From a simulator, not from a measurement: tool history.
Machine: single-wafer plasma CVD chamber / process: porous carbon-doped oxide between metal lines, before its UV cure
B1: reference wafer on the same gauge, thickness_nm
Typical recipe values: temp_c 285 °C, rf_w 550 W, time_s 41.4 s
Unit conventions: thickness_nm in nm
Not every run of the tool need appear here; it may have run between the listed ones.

run 1 hour=0 | temp_c=285 rf_w=550 time_s=41.4 | B1=271.681 | thickness_nm=284.302
run 2 hour=68 | temp_c=285 rf_w=550 time_s=41.4 | B1=271.983 | thickness_nm=282.786
run 3 hour=140 | temp_c=285 rf_w=550 time_s=41.4 | B1=271.719 | thickness_nm=283.184
run 4 hour=368.8 | temp_c=285 rf_w=550 time_s=41.4 | B1=272.158 | thickness_nm=282.255
run 5 hour=432.9 | temp_c=285 rf_w=550 time_s=41.4 | B1=271.771 | thickness_nm=281.077
run 6 hour=485.2 | temp_c=285 rf_w=550 time_s=37 | B1=271.989 | thickness_nm=250.882
run 7 hour=534.5 | temp_c=285 rf_w=550 time_s=37 | B1=272.006 | thickness_nm=250.317
run 8 hour=640.7 | temp_c=285 rf_w=550 time_s=38.7 | B1=272.244 | thickness_nm=261.002
run 9 hour=748.5 | temp_c=285 rf_w=550 time_s=41.4 | B1=272.173 | thickness_nm=277.042
run 10 hour=790.6 | temp_c=285 rf_w=550 time_s=41.4 | B1=272.127 | thickness_nm=276.71
-- hour=826.6 RF generator calibrated
run 11 hour=847.8 | temp_c=285 rf_w=550 time_s=41.4 | B1=272.038 | thickness_nm=289.349
-- hour=861.9 gauge calibrated
run 12 hour=903.7 | temp_c=292 rf_w=605 time_s=45.1 | B1=271.813 | thickness_nm=333.515
run 13 hour=942.8 | temp_c=285 rf_w=510 time_s=41.4 | B1=271.692 | thickness_nm=269.734
-- hour=1004.8 thermocouple changed; heater temperature recalibrated
run 14 hour=1045.6 | temp_c=296 rf_w=615 time_s=41.4 | B1=271.901 | thickness_nm=303.28
run 15 hour=1111.1 | temp_c=285 rf_w=620 time_s=41.4 | B1=271.782 | thickness_nm=325.023
-- hour=1154.3 showerhead replaced
run 16 hour=1164 | temp_c=280 rf_w=625 time_s=47.5 | B1=272.135 | thickness_nm=382.528
run 17 hour=1227.5 | temp_c=285 rf_w=550 time_s=41.4 | B1=271.99 | thickness_nm=291.144
run 18 hour=1309.1 | temp_c=285 rf_w=550 time_s=41.4 | B1=272.397 | thickness_nm=291.687
run 19 hour=1406.9 | temp_c=280 rf_w=490 time_s=34.3 | B1=271.956 | thickness_nm=220.356
run 20 hour=1473.9 | temp_c=279 rf_w=500 time_s=49.4 | B1=271.932 | thickness_nm=325.572
run 21 hour=1558.8 | temp_c=295 rf_w=475 time_s=41.4 | B1=272.221 | thickness_nm=235.16
run 22 hour=1613.6 | temp_c=277 rf_w=465 time_s=44.9 | B1=271.757 | thickness_nm=275.819
run 23 hour=1709.2 | temp_c=277 rf_w=465 time_s=44.9 | B1=271.948 | thickness_nm=272.64

Alternative continuations, all from the tool just after run 23; predict every row:
run A hour=1709.6 | temp_c=285 rf_w=550 time_s=39.1 | B1=? | thickness_nm=?
run B hour=1709.6 | temp_c=285 rf_w=550 time_s=36.1 | B1=? | thickness_nm=?
run C hour=1709.6 | temp_c=296 rf_w=445 time_s=48.9 | B1=? | thickness_nm=?
run D hour=1709.6 | temp_c=278 rf_w=550 time_s=41.4 | B1=? | thickness_nm=?

run=A B1=271.756 thickness_nm=272.744
run=B B1=271.756 thickness_nm=252.34
run=C B1=271.756 thickness_nm=253.404
run=D B1=271.756 thickness_nm=299.773
Stripped of hidden state, with their random variation kept, the same runs would have yielded:
run=A thickness_nm=275.11
run=B thickness_nm=254.529
run=C thickness_nm=255.975
run=D thickness_nm=302.374
